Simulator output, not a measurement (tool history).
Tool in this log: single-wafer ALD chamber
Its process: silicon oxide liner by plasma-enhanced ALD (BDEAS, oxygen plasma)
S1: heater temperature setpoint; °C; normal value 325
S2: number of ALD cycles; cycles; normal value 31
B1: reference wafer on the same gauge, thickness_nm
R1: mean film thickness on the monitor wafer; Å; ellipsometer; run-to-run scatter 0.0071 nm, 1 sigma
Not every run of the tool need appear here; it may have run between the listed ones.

run 1 hour=0.0 | S1=325 S2=35 | B1=2.560 | R1=31.84
run 2 hour=18.3 | S1=325 S2=31 | B1=2.560 | R1=28.23
run 3 hour=31.9 | S1=325 S2=31 | B1=2.557 | R1=28.11
run 4 hour=48.6 | S1=325 S2=31 | B1=2.555 | R1=28.12
-- hour=60.0 gauge calibrated
run 5 hour=65.5 | S1=325 S2=31 | B1=2.577 | R1=28.29
run 6 hour=78.6 | S1=325 S2=31 | B1=2.575 | R1=28.23
run 7 hour=114.6 | S1=325 S2=31 | B1=2.570 | R1=28.29
run 8 hour=217.0 | S1=325 S2=31 | B1=2.562 | R1=28.05
-- hour=226.1 thermocouple changed; heater temperature recalibrated
run 9 hour=247.3 | S1=325 S2=31 | B1=2.556 | R1=28.05
run 10 hour=259.5 | S1=325 S2=31 | B1=2.554 | R1=27.90
run 11 hour=282.0 | S1=325 S2=34 | B1=2.554 | R1=30.60
run 12 hour=307.1 | S1=333 S2=25 | B1=2.550 | R1=22.40
-- hour=327.9 gauge calibrated
run 13 hour=333.5 | S1=334 S2=27 | B1=2.577 | R1=24.24
run 14 hour=347.5 | S1=335 S2=28 | B1=2.572 | R1=25.22
run 15 hour=376.0 | S1=318 S2=37 | B1=2.574 | R1=34.07
run 16 hour=401.7 | S1=325 S2=31 | B1=2.572 | R1=28.29
run 17 hour=424.5 | S1=332 S2=35 | B1=2.567 | R1=31.57
run 18 hour=437.3 | S1=318 S2=37 | B1=2.567 | R1=33.99
run 19 hour=466.4 | S1=340 S2=34 | B1=2.565 | R1=30.22
run 20 hour=491.2 | S1=325 S2=31 | B1=2.559 | R1=28.20

Some steps in R1 between neighbouring runs. How much of each would the tool show without its hidden state too (settings, what came in, random variation), and how much is left for the hidden state, with any gauge scatter that isn't in both results?
The tool's hidden condition here consists of: wafer temperature above the value expected at the setpoint (K); gauge reads high (%).
Run 4 -> 5: gauge calibrated. R1 +0.17 Å: hidden state +0.22, all else -0.05.
Run 11 -> 12: S1 325 -> 333, S2 34 -> 25. R1 -8.20 Å: hidden state +0.06, all else -8.26.
Run 12 -> 13: S1 333 -> 334, S2 25 -> 27, gauge calibrated. R1 +1.84 Å: hidden state +0.24, all else +1.60.
Run 14 -> 15: S1 335 -> 318, S2 28 -> 37. R1 +8.85 Å: hidden state -0.06, all else +8.91.
